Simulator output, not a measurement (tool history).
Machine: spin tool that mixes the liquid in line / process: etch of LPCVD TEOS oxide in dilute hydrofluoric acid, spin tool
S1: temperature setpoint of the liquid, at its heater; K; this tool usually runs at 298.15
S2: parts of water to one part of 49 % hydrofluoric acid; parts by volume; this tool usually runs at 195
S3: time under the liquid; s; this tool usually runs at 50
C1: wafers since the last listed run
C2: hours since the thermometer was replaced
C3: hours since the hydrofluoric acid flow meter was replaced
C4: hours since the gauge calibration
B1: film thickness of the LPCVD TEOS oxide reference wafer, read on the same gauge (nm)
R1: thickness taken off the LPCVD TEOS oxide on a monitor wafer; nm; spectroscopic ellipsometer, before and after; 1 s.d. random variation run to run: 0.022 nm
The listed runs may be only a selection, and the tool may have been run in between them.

| run | hour | S1 | S2 | S3 | C1 | C2 | C3 | C4 | B1 | R1 |
|---|---|---|---|---|---|---|---|---|---|---|
| 1 | 0.0 | 298.15 | 165 | 50 | 0 | 1914.8 | 1066.1 | 225.8 | 30.033 | 4.496 |
| 2 | 17.3 | 298.15 | 165 | 50 | 272 | 1932.1 | 1083.4 | 243.1 | 30.004 | 4.466 |
| 3 | 25.5 | 298.15 | 195 | 50 | 129 | 1940.3 | 1091.6 | 251.3 | 30.024 | 3.693 |
| 4 | 37.3 | 298.15 | 195 | 50 | 185 | 1952.1 | 1103.4 | 263.1 | 29.977 | 3.684 |
| 5 | 51.2 | 298.15 | 195 | 50 | 219 | 1966.0 | 1117.3 | 277.0 | 29.987 | 3.663 |
| 6 | 63.8 | 298.15 | 195 | 50 | 198 | 1978.6 | 1129.9 | 289.6 | 30.007 | 3.686 |
| 7 | 74.4 | 298.15 | 195 | 50 | 167 | 1989.2 | 1140.5 | 300.2 | 30.000 | 3.621 |
| 8 | 82.2 | 298.15 | 195 | 50 | 122 | 1997.0 | 1148.3 | 308.0 | 30.009 | 3.636 |
| 9 | 97.4 | 298.15 | 195 | 50 | 239 | 2012.2 | 1163.5 | 323.2 | 29.979 | 3.649 |
| 10 | 114.1 | 298.15 | 195 | 50 | 263 | 2028.9 | 1180.2 | 339.9 | 29.973 | 3.642 |
| 11 | 124.4 | 298.15 | 195 | 50 | 162 | 2039.2 | 1190.5 | 350.2 | 29.977 | 3.617 |
| 12 | 135.0 | 298.15 | 195 | 50 | 167 | 2049.8 | 1201.1 | 360.8 | 30.001 | 3.630 |
| 13 | 147.2 | 298.15 | 250 | 50 | 192 | 2062.0 | 1213.3 | 373.0 | 30.018 | 2.654 |
| 14 | 158.8 | 298.15 | 195 | 50 | 182 | 2073.6 | 1224.9 | 384.6 | 29.986 | 3.632 |
|  | 162.2 | gauge calibrated |
| 15 | 173.1 | 298.15 | 195 | 50 | 225 | 2087.9 | 1239.2 | 10.9 | 30.007 | 3.601 |
| 16 | 189.3 | 298.15 | 195 | 50 | 255 | 2104.1 | 1255.4 | 27.1 | 30.000 | 3.590 |
| 17 | 197.2 | 300.15 | 290 | 40 | 124 | 2112.0 | 1263.3 | 35.0 | 29.975 | 1.861 |
| 18 | 209.1 | 298.15 | 195 | 50 | 187 | 2123.9 | 1275.2 | 46.9 | 30.023 | 3.588 |
| 19 | 240.9 | 295.65 | 230 | 50 | 501 | 2155.7 | 1307.0 | 78.7 | 29.988 | 2.669 |
| 20 | 248.2 | 295.65 | 275 | 80 | 115 | 2163.0 | 1314.3 | 86.0 | 30.032 | 3.389 |
| 21 | 286.3 | 302.65 | 195 | 30 | 600 | 2201.1 | 1352.4 | 124.1 | 29.999 | 2.497 |
|  | 290.9 | thermometer replaced |
| 22 | 296.9 | 295.65 | 275 | 80 | 151 | 6.0 | 1363.0 | 134.7 | 30.037 | 3.371 |
|  | 300.6 | hydrofluoric acid flow meter replaced |
| 23 | 314.9 | 296.65 | 240 | 80 | 267 | 24.0 | 14.3 | 152.7 | 30.015 | 4.790 |
| 24 | 323.4 | 298.15 | 125 | 50 | 133 | 32.5 | 22.8 | 161.2 | 29.999 | 6.897 |
| 25 | 336.4 | 293.65 | 225 | 25 | 204 | 45.5 | 35.8 | 174.2 | 30.017 | 1.442 |
| 26 | 344.8 | 298.15 | 195 | 50 | 132 | 53.9 | 44.2 | 182.6 | 30.041 | 4.076 |
| 27 | 359.7 | 298.15 | 125 | 50 | 234 | 68.8 | 59.1 | 197.5 | 30.012 | 6.933 |
| 28 | 368.7 | 294.15 | 165 | 75 | 141 | 77.8 | 68.1 | 206.5 | 30.013 | 6.385 |
| 29 | 383.6 | 296.15 | 295 | 60 | 234 | 92.7 | 83.0 | 221.4 | 29.953 | 2.706 |
| 30 | 396.4 | 298.15 | 195 | 50 | 201 | 105.5 | 95.8 | 234.2 | 29.982 | 4.047 |
| 31 | 407.0 | 298.15 | 235 | 50 | 167 | 116.1 | 106.4 | 244.8 | 29.997 | 3.223 |

Selected run-to-run steps in R1, each split into two signed amounts: the part the tool would show with no hidden state at all (from settings, incoming material and random variation), and the remainder, which goes to the hidden state together with any gauge scatter not common to the measured and the hidden-state-free results:
Hidden state present: liquid colder than its thermometer reads (K); hydrofluoric acid flow below the setpoint (%); gauge reads high (%).
Run 16 -> 17: S1 298.15 -> 300.15, S2 195 -> 290, S3 50 -> 40. R1 -1.729 nm: hidden state +0.212, all else -1.941.
Run 17 -> 18: S1 300.15 -> 298.15, S2 290 -> 195, S3 40 -> 50. R1 +1.727 nm: hidden state -0.220, all else +1.947.
Run 22 -> 23: S1 295.65 -> 296.65, S2 275 -> 240, hydrofluoric acid flow meter replaced. R1 +1.419 nm: hidden state +0.513, all else +0.906.
Run 24 -> 25: S1 298.15 -> 293.65, S2 125 -> 225, S3 50 -> 25. R1 -5.455 nm: hidden state +0.010, all else -5.465.
Run 26 -> 27: S2 195 -> 125. R1 +2.857 nm: hidden state -0.020, all else +2.877.
Run 28 -> 29: S1 294.15 -> 296.15, S2 165 -> 295, S3 75 -> 60. R1 -3.679 nm: hidden state +0.016, all else -3.695.

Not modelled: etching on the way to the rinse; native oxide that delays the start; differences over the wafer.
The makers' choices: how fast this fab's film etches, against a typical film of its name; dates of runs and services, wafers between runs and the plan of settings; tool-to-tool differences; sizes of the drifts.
